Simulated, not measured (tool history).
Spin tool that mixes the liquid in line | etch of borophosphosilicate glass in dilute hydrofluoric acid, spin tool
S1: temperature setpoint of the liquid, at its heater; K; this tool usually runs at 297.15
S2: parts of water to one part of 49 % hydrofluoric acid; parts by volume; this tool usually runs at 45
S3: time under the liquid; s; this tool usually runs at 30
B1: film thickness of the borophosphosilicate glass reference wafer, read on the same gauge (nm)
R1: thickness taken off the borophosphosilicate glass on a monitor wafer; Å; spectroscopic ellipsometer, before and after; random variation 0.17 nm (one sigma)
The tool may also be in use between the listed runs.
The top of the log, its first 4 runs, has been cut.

run	hour	S1	S2	S3	B1	R1
# hour 83.6: thermometer replaced
5	86.3	297.15	40	15	59.98	249.3
6	103.9	297.15	40	15	60.01	248.4
7	111.3	297.15	40	15	60.03	248.9
8	120.5	295.15	45	30	60	403.8
9	132.9	295.15	45	30	60	404.5
# hour 143.1: gauge calibrated
10	149.5	300.15	40	30	59.97	561.7
11	164.8	297.15	45	30	60.01	441.8
12	177.2	299.65	30	20	60.04	501
13	188.2	297.15	65	30	59.99	298.2
14	202.7	297.15	45	30	60.02	439.3
15	213.1	301.15	45	40	60.01	689.1
16	223.6	297.15	50	30	60	395.1
17	240.7	294.15	60	15	60	142.5
18	248.8	297.15	30	30	60.01	677.4
# hour 253.2: hydrofluoric acid flow meter replaced
19	262.9	301.65	45	35	60	617.6
20	276.5	295.65	45	30	60.03	414.8
21	292.4	293.15	60	20	60	184
22	308.4	297.15	45	30	59.99	439.2
23	322.5	301.15	25	30	60.01	966.5
24	332.3	294.65	45	35	59.98	465.5
25	349.3	294.15	30	45	60	889.4

For run 26, what comes out?
26	363.7	297.15	25	50	?	?

Run 26 yielded B1 59.99, R1 1372.7 Å.
The same run, on a tool lacking any hidden state, would have yielded R1 1359 Å.
